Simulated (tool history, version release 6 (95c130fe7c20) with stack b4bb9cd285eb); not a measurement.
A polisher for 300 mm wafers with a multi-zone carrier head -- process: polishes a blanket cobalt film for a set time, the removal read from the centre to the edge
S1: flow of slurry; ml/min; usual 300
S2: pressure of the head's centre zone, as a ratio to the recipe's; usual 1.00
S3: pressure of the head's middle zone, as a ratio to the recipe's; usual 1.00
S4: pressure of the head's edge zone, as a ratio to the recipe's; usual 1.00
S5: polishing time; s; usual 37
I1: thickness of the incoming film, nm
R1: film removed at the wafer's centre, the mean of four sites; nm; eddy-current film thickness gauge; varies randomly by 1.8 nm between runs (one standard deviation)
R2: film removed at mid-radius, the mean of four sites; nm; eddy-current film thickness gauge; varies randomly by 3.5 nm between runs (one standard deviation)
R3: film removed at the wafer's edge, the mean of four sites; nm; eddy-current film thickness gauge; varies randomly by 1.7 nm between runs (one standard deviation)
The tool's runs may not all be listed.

run,day,S1,S2,S3,S4,S5,I1,R1,R2,R3
1,0.000,300,1.00,1.00,1.00,37,1602.1,244.2,236.6,242.6
2,0.454,300,1.00,1.00,1.00,37,1578.4,239.6,238.9,239.1
3,0.879,300,1.00,1.00,1.00,37,1565.4,240.0,239.7,236.3
4,1.396,300,0.97,1.00,1.00,37,1589.0,236.8,237.2,238.9
5,1.846,300,1.00,1.00,1.00,41,1563.0,262.4,259.4,263.2
6,2.392,300,1.05,0.93,1.00,37,1609.5,245.3,220.5,234.6
# day 2.842: slurry nozzle cleaned
# day 3.288: worn pad replaced by a new one
7,3.508,300,1.00,1.00,1.00,37,1567.5,243.7,243.9,242.5
8,3.767,300,1.00,1.00,1.00,37,1597.6,242.5,241.2,241.7
9,4.383,300,0.89,1.00,1.09,37,1607.9,221.2,245.4,250.5
10,5.029,300,1.00,0.93,1.00,37,1611.5,239.7,225.9,236.0
11,5.775,350,1.00,1.04,1.04,31,1598.5,206.1,202.0,204.5
# day 6.771: carrier head's membrane replaced by a new one
# day 7.529: worn pad replaced by a new one
12,7.550,300,1.00,1.00,0.88,45,1573.3,297.2,294.0,273.4
13,7.696,300,1.00,1.00,1.00,37,1570.7,244.4,246.3,246.5
14,8.171,300,1.10,1.00,1.00,37,1597.3,267.2,238.1,240.1
# day 8.521: edge zone pressure recalibrated
15,8.921,230,1.05,1.07,0.90,37,1579.7,239.7,242.8,219.4
16,9.575,300,1.00,0.93,1.04,40,1612.9,257.5,239.1,260.4
17,9.850,265,1.00,1.00,0.90,32,1580.1,202.6,197.1,190.6
18,10.446,300,1.00,1.00,1.00,37,1621.3,232.0,232.1,232.1
19,11.021,300,1.00,1.00,1.00,25,1573.4,158.5,152.1,156.7
# day 12.542: worn pad replaced by a new one
20,13.021,355,1.00,1.00,1.00,37,1590.0,251.0,247.8,248.2
21,13.608,300,1.08,0.95,1.00,49,1597.2,344.8,302.2,319.9
22,14.188,205,1.00,1.09,0.97,31,1615.1,190.5,209.1,189.8
23,14.496,300,1.00,1.08,1.00,37,1602.1,243.8,257.3,238.6

Forecast each of these 3 alternatives for the next run:
A,14.512,300,1.00,1.00,1.00,50,1577.1,?,?,?
B,14.512,300,1.00,0.92,1.00,32,1577.1,?,?,?
C,14.512,335,1.00,1.00,1.00,48,1577.1,?,?,?

run,R1,R2,R3
A,326.4,327.2,324.8
B,208.8,195.3,208.1
C,317.2,317.6,314.4
Had the tool no hidden state, the same runs would have come out as:
run,R1,R2,R3
A,337.6,338.5,335.9
B,215.9,202.0,215.2
C,328.1,328.5,325.2

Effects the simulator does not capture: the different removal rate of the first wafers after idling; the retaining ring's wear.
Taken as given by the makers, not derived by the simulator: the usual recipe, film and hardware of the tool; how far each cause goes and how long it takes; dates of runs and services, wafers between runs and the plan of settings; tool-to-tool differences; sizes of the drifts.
